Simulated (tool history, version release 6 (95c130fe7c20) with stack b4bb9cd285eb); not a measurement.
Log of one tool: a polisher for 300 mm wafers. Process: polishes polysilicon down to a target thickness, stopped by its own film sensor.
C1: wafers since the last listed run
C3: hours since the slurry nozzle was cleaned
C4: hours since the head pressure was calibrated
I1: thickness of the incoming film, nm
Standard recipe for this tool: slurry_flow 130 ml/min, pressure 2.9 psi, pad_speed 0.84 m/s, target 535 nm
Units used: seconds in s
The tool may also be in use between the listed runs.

Run 1, day 0.000: usual settings but pad_speed 0.72 m/s; C1 0; wafers polished on this pad 5210; C3 284.2; C4 320.0; I1 923.7. Result: seconds 77.7 s.
At day 1.400: worn pad replaced by a new one.
Run 2, day 1.762: usual settings but pad_speed 0.72 m/s; C1 561; wafers polished on this pad 127; C3 326.5; C4 362.3; I1 923.8. Result: seconds 77.4 s.
Run 3, day 3.496: usual settings but pad_speed 0.72 m/s; C1 609; wafers polished on this pad 736; C3 368.1; C4 403.9; I1 923.2. Result: seconds 77.2 s.
Run 4, day 7.296: usual settings but pressure 2.3 psi; C1 1336; wafers polished on this pad 2073; C3 459.3; C4 495.1; I1 915.3. Result: seconds 84.5 s.
Run 5, day 10.475: usual settings but pressure 2.3 psi; C1 1118; wafers polished on this pad 3191; C3 535.6; C4 571.4; I1 911.3. Result: seconds 86.1 s.
Run 6, day 13.967: usual settings; C1 1228; wafers polished on this pad 4420; C3 619.4; C4 655.2; I1 909.0. Result: seconds 68.4 s.
At day 14.508: slurry nozzle cleaned.
Run 7, day 16.825: usual settings; C1 990; wafers polished on this pad 5410; C3 55.6; C4 723.8; I1 920.6. Result: seconds 66.6 s.
At day 18.483: worn pad replaced by a new one.
Run 8, day 28.971: usual settings; C1 4213; wafers polished on this pad 3689; C3 347.1; C4 1015.3; I1 927.1. Result: seconds 70.1 s.
Run 9, day 33.154: usual settings; C1 1471; wafers polished on this pad 5161; C3 447.5; C4 1115.7; I1 922.7. Result: seconds 68.0 s.
At day 35.471: head pressure recalibrated.
At day 36.388: worn pad replaced by a new one.
Run 10, day 36.896: usual settings; C1 1228; wafers polished on this pad 178; C3 537.3; C4 34.2; I1 903.1. Result: seconds 68.1 s.
At day 38.592: slurry nozzle cleaned.
Run 11, day 39.612: usual settings; C1 940; wafers polished on this pad 1119; C3 24.5; C4 99.4; I1 909.5. Result: seconds 64.4 s.
Run 12, day 44.688: usual settings; C1 1785; wafers polished on this pad 2904; C3 146.3; C4 221.2; I1 934.2. Result: seconds 70.3 s.
Run 13, day 46.817: usual settings; C1 748; wafers polished on this pad 3653; C3 197.4; C4 272.3; I1 926.2. Result: seconds 67.6 s.
Run 14, day 49.362: usual settings; C1 895; wafers polished on this pad 4549; C3 258.5; C4 333.4; I1 924.1. Result: seconds 67.2 s.
Run 15, day 51.429: usual settings but pad_speed 0.62 m/s, target 661 nm; C1 726; wafers polished on this pad 5276; C3 308.1; C4 383.0; I1 929.8. Result: seconds 58.7 s.
Run 16, day 53.154: usual settings but slurry_flow 90 ml/min, target 437 nm; C1 606; wafers polished on this pad 5882; C3 349.5; C4 424.4; I1 907.6. Result: seconds 90.2 s.
At day 56.183: worn pad replaced by a new one.
Run 17, day 56.988: usual settings but slurry_flow 160 ml/min, pressure 2.5 psi; C1 1289; wafers polished on this pad 283; C3 441.5; C4 516.4; I1 911.5. Result: seconds 77.6 s.
Run 18, day 59.279: usual settings but slurry_flow 105 ml/min, pressure 2.5 psi, pad_speed 0.70 m/s; C1 806; wafers polished on this pad 1089; C3 496.5; C4 571.4; I1 911.2. Result: seconds 94.8 s.
Run 19, day 61.000: usual settings but pad_speed 1.00 m/s, target 610 nm; C1 605; wafers polished on this pad 1694; C3 537.8; C4 612.7; I1 914.0. Result: seconds 48.7 s.
At day 61.708: slurry nozzle cleaned.
Run 20, day 63.808: usual settings but slurry_flow 155 ml/min, pressure 2.3 psi; C1 973; wafers polished on this pad 2667; C3 50.4; C4 680.1; I1 919.4. Result: seconds 81.2 s.
Run 21, day 66.504: usual settings but slurry_flow 150 ml/min, pressure 3.6 psi, pad_speed 0.76 m/s; C1 948; wafers polished on this pad 3616; C3 115.1; C4 744.8; I1 919.4. Result: seconds 57.1 s.
Run 22, day 70.721: usual settings but slurry_flow 145 ml/min; C1 1483; wafers polished on this pad 5099; C3 216.3; C4 846.0; I1 915.4. Result: seconds 66.0 s.
At day 74.562: worn pad replaced by a new one.
Run 23, day 83.896: usual settings but slurry_flow 145 ml/min, target 447 nm; C1 4575; wafers polished on this pad 3283; C3 532.5; C4 1162.2; I1 931.4. Result: seconds 85.5 s.
At day 85.775: head pressure recalibrated.
At day 86.608: slurry nozzle cleaned.
Run 24, day 87.300: usual settings but slurry_flow 100 ml/min, target 637 nm; C1 1153; wafers polished on this pad 4437; C3 16.6; C4 36.6; I1 913.7. Result: seconds 48.2 s.

Measured result minus the same run's result without the hidden state. Both carry the same run-to-run variation, though not necessarily the same gauge scatter:
Hidden state present: removal rate lost through wear of the pad, %; slurry flow missing at the pad, %; deviation of the head's pressure from its setpoint, %.
run  seconds
  1     +2.1
  2     +2.5
  3     +2.8
  4     +4.1
  5     +4.9
  6     +4.7
  7     +0.5
  8     +2.7
  9     +3.4
 10     +4.2
 11     +0.3
 12     +1.2
 13     +1.5
 14     +1.9
 15     +2.0
 16     +4.2
 17     +3.5
 18     +6.0
 19     +3.0
 20     +0.8
 21     +0.9
 22     +1.7
 23     +5.4
 24     +0.2
